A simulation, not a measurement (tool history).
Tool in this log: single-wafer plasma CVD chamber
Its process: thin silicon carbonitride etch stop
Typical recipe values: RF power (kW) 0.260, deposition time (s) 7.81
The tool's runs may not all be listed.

| run | hour | RF power (kW) | deposition time (s) | read-back reference wafer on the same gauge, thickness_nm | mean film thickness on the monitor wafer (Å) |
|---|---|---|---|---|---|
| 1 | 0.0 | 0.260 | 7.44 | 4.297 | 41.22 |
| 2 | 60.8 | 0.260 | 7.44 | 4.288 | 41.09 |
| 3 | 211.4 | 0.220 | 7.81 | 4.291 | 41.80 |
| 4 | 257.3 | 0.220 | 7.81 | 4.291 | 41.78 |
| 5 | 319.1 | 0.260 | 6.79 | 4.288 | 37.25 |
| 6 | 377.7 | 0.260 | 6.79 | 4.290 | 37.34 |
| 7 | 446.5 | 0.260 | 7.81 | 4.290 | 43.10 |
|  | 486.6 | gauge calibrated |
| 8 | 510.6 | 0.260 | 8.60 | 4.293 | 47.08 |
| 9 | 574.4 | 0.260 | 8.82 | 4.289 | 48.16 |
| 10 | 605.5 | 0.260 | 7.44 | 4.289 | 40.76 |
|  | 658.7 | showerhead replaced |
| 11 | 661.7 | 0.220 | 6.39 | 4.290 | 34.04 |
| 12 | 703.8 | 0.260 | 7.81 | 4.294 | 42.76 |
|  | 736.7 | thermocouple changed; heater temperature recalibrated |
|  | 821.1 | RF generator calibrated |
| 13 | 831.6 | 0.260 | 6.94 | 4.293 | 38.55 |
| 14 | 873.1 | 0.285 | 9.24 | 4.291 | 52.38 |
| 15 | 944.5 | 0.245 | 7.81 | 4.296 | 42.84 |
| 16 | 1002.4 | 0.240 | 7.21 | 4.290 | 39.30 |
| 17 | 1066.8 | 0.260 | 6.42 | 4.287 | 35.34 |

Forecast each of these 5 alternatives for the next run:
| A | 1067.2 | 0.260 | 7.81 | ? | ? |
| B | 1067.2 | 0.290 | 7.02 | ? | ? |
| C | 1067.2 | 0.275 | 8.78 | ? | ? |
| D | 1067.2 | 0.280 | 8.37 | ? | ? |
| E | 1067.2 | 0.235 | 7.28 | ? | ? |

| run | read-back reference wafer on the same gauge, thickness_nm | mean film thickness on the monitor wafer (Å) |
|---|---|---|
| A | 4.291 | 43.05 |
| B | 4.291 | 39.54 |
| C | 4.291 | 48.93 |
| D | 4.291 | 46.81 |
| E | 4.291 | 39.35 |
What these runs would have given with no unlogged condition in the tool:
| run | mean film thickness on the monitor wafer (Å) |
|---|---|
| A | 43.22 |
| B | 39.70 |
| C | 49.13 |
| D | 47.00 |
| E | 39.51 |

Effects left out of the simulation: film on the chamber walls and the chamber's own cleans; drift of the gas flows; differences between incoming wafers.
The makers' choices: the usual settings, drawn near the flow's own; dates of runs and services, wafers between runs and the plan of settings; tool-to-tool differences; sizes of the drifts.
